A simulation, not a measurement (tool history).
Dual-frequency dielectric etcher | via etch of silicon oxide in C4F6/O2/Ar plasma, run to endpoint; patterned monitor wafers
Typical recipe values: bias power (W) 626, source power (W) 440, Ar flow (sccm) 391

| run | day | bias power (W) | source power (W) | Ar flow (sccm) | incoming incoming film thickness, nm | endpoint time (s) |
|---|---|---|---|---|---|---|
| 1 | 0 | 626 | 440 | 391 | 106.1 | 21.8 |
|  | 1.025 | wet clean of the chamber |
| 2 | 1.046 | 626 | 440 | 391 | 105.3 | 21.3 |
| 3 | 1.1 | 626 | 440 | 391 | 105.3 | 21.3 |
| 4 | 1.675 | 626 | 440 | 391 | 105.9 | 21.5 |
| 5 | 3.871 | 626 | 440 | 391 | 104.9 | 21.3 |
| 6 | 4.342 | 626 | 440 | 391 | 104.8 | 21.3 |
| 7 | 4.829 | 626 | 500 | 306 | 104.6 | 19.5 |
|  | 5.183 | source power generator calibrated |
|  | 6.383 | bias power generator calibrated |
| 8 | 6.404 | 471 | 380 | 322 | 105.6 | 23.9 |
| 9 | 7.108 | 626 | 540 | 424 | 106.6 | 20.7 |
| 10 | 7.683 | 626 | 440 | 391 | 104.8 | 21.3 |
| 11 | 8.133 | 626 | 440 | 391 | 105.3 | 21.4 |
|  | 8.396 | Ar flow controller replaced |
| 12 | 8.792 | 626 | 520 | 340 | 105.2 | 19.8 |
| 13 | 9.35 | 744 | 340 | 315 | 106 | 20.9 |
| 14 | 9.912 | 481 | 340 | 391 | 105.8 | 25.8 |
| 15 | 10.212 | 689 | 440 | 391 | 105 | 20.6 |
| 16 | 10.867 | 584 | 530 | 391 | 105.5 | 20.8 |
| 17 | 11.412 | 683 | 370 | 391 | 104.6 | 21.8 |
| 18 | 12.412 | 626 | 440 | 391 | 105.1 | 21.5 |
| 19 | 12.779 | 626 | 550 | 359 | 106 | 19.8 |
| 20 | 13.067 | 559 | 440 | 418 | 105.7 | 22.7 |
| 21 | 14.167 | 626 | 440 | 391 | 105.4 | 21.6 |
| 22 | 14.712 | 503 | 380 | 324 | 104.6 | 23.4 |
| 23 | 15.362 | 626 | 500 | 445 | 104.9 | 21 |
| 24 | 16.05 | 626 | 440 | 436 | 105.6 | 22.1 |
| 25 | 16.796 | 626 | 350 | 307 | 104.6 | 22 |
| 26 | 17.417 | 704 | 520 | 339 | 104.6 | 19.1 |
| 27 | 17.988 | 562 | 510 | 342 | 106 | 21.1 |
| 28 | 18.383 | 626 | 440 | 391 | 106 | 21.8 |
| 29 | 18.829 | 626 | 380 | 391 | 105.3 | 22.6 |
| 30 | 19.412 | 626 | 380 | 391 | 105.6 | 22.8 |

What if the next run were any one of these 3? Each begins from the tool's condition after run 30:
| A | 19.429 | 687 | 440 | 391 | 105.3 | ? |
| B | 19.429 | 697 | 380 | 364 | 105.3 | ? |
| C | 19.429 | 724 | 530 | 391 | 105.3 | ? |

| run | endpoint time (s) |
|---|---|
| A | 20.9 |
| B | 21.5 |
| C | 19.4 |
Without the tool's unlogged condition, the same runs would have read:
| run | endpoint time (s) |
|---|---|
| A | 20.7 |
| B | 21.2 |
| C | 19.1 |

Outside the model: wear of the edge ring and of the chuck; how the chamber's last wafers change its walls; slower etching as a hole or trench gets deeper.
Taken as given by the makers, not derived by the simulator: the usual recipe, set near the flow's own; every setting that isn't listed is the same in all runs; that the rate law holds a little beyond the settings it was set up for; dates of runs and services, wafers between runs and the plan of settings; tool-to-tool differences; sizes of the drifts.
